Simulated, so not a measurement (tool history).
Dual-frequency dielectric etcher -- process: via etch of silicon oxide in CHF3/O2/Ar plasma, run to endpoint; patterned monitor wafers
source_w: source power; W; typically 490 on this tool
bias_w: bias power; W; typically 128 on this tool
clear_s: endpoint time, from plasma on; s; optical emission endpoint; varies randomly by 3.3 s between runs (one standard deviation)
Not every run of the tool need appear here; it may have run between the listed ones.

| run | hour | source_w | bias_w | wafers since the last listed run | hours since the last wet clean | hours since the last source power generator calibration | hours since the last bias power generator calibration | hours since the last upper electrode change | incoming incoming film thickness, nm | clear_s |
|---|---|---|---|---|---|---|---|---|---|---|
| 1 | 0 | 490 | 128 | 0 | 572.2 | 2395.8 | 2650.5 | 3392.1 | 586 | 356.8 |
|  | 63.7 | wet clean of the chamber |
| 2 | 64.2 | 490 | 128 | 205 | 0.5 | 2460 | 2714.7 | 3456.3 | 589.6 | 376.9 |
| 3 | 87.5 | 490 | 128 | 119 | 23.8 | 2483.3 | 2738 | 3479.6 | 591.9 | 376.3 |
| 4 | 130.9 | 490 | 128 | 222 | 67.2 | 2526.7 | 2781.4 | 3523 | 589 | 377 |
| 5 | 197.1 | 490 | 128 | 338 | 133.4 | 2592.9 | 2847.6 | 3589.2 | 584.8 | 365.6 |
| 6 | 309.5 | 410 | 110 | 575 | 245.8 | 2705.3 | 2960 | 3701.6 | 590.3 | 401.7 |
| 7 | 377.3 | 410 | 110 | 346 | 313.6 | 2773.1 | 3027.8 | 3769.4 | 589.3 | 393.6 |
|  | 421.5 | upper electrode replaced |
|  | 434.8 | bias power generator calibrated |
| 8 | 474.4 | 410 | 110 | 353 | 410.7 | 2870.2 | 39.6 | 52.9 | 587.4 | 389.4 |
| 9 | 509 | 570 | 128 | 177 | 445.3 | 2904.8 | 74.2 | 87.5 | 587.7 | 345.7 |
| 10 | 554.1 | 570 | 128 | 230 | 490.4 | 2949.9 | 119.3 | 132.6 | 581.5 | 340.9 |
|  | 601.9 | wet clean of the chamber |
| 11 | 610.7 | 490 | 128 | 166 | 8.8 | 3006.5 | 175.9 | 189.2 | 583.6 | 378.4 |
| 12 | 635.9 | 490 | 128 | 128 | 34 | 3031.7 | 201.1 | 214.4 | 580.8 | 372.3 |
| 13 | 686.5 | 490 | 128 | 258 | 84.6 | 3082.3 | 251.7 | 265 | 586.7 | 368.7 |
| 14 | 754.7 | 560 | 128 | 349 | 152.8 | 3150.5 | 319.9 | 333.2 | 589.4 | 361.7 |
| 15 | 821.4 | 590 | 109 | 341 | 219.5 | 3217.2 | 386.6 | 399.9 | 590.7 | 367.3 |
| 16 | 846.3 | 380 | 108 | 127 | 244.4 | 3242.1 | 411.5 | 424.8 | 592.1 | 402.6 |
| 17 | 872.5 | 550 | 152 | 134 | 270.6 | 3268.3 | 437.7 | 451 | 586.6 | 346.6 |
| 18 | 921.2 | 430 | 128 | 249 | 319.3 | 3317 | 486.4 | 499.7 | 593.1 | 378.2 |
| 19 | 954.8 | 490 | 128 | 171 | 352.9 | 3350.6 | 520 | 533.3 | 590.7 | 367.3 |
| 20 | 998.8 | 440 | 147 | 225 | 396.9 | 3394.6 | 564 | 577.3 | 584.8 | 359 |
|  | 1023.9 | source power generator calibrated |
| 21 | 1050.7 | 490 | 107 | 245 | 448.8 | 26.8 | 615.9 | 629.2 | 590.4 | 381 |
| 22 | 1122.2 | 490 | 128 | 365 | 520.3 | 98.3 | 687.4 | 700.7 | 586.1 | 360.2 |
| 23 | 1166.8 | 590 | 128 | 228 | 564.9 | 142.9 | 732 | 745.3 | 588.1 | 341 |
| 24 | 1198.4 | 410 | 97 | 161 | 596.5 | 174.5 | 763.6 | 776.9 | 588.3 | 397.4 |
|  | 1251.6 | wet clean of the chamber |
| 25 | 1252.1 | 490 | 153 | 151 | 0.5 | 228.2 | 817.3 | 830.6 | 590.7 | 352.9 |
| 26 | 1290.4 | 410 | 145 | 196 | 38.8 | 266.5 | 855.6 | 868.9 | 583.4 | 370.8 |

Run by run, hidden condition taken away, random variation retained:
Unlogged tool condition in this case: etch rate over this chamber's usual, %; source power that arrives over what is set, %; bias power that arrives over what is set, %.
| run | clear_s |
|---|---|
| 1 | 374.6 |
| 2 | 375.4 |
| 3 | 375.6 |
| 4 | 377.8 |
| 5 | 368.6 |
| 6 | 408.9 |
| 7 | 403 |
| 8 | 402 |
| 9 | 358 |
| 10 | 354.4 |
| 11 | 378 |
| 12 | 372.7 |
| 13 | 370.7 |
| 14 | 365.8 |
| 15 | 373.7 |
| 16 | 410.5 |
| 17 | 354.3 |
| 18 | 388.1 |
| 19 | 378.1 |
| 20 | 370.9 |
| 21 | 395.4 |
| 22 | 376 |
| 23 | 357.3 |
| 24 | 417.6 |
| 25 | 356.1 |
| 26 | 375.4 |

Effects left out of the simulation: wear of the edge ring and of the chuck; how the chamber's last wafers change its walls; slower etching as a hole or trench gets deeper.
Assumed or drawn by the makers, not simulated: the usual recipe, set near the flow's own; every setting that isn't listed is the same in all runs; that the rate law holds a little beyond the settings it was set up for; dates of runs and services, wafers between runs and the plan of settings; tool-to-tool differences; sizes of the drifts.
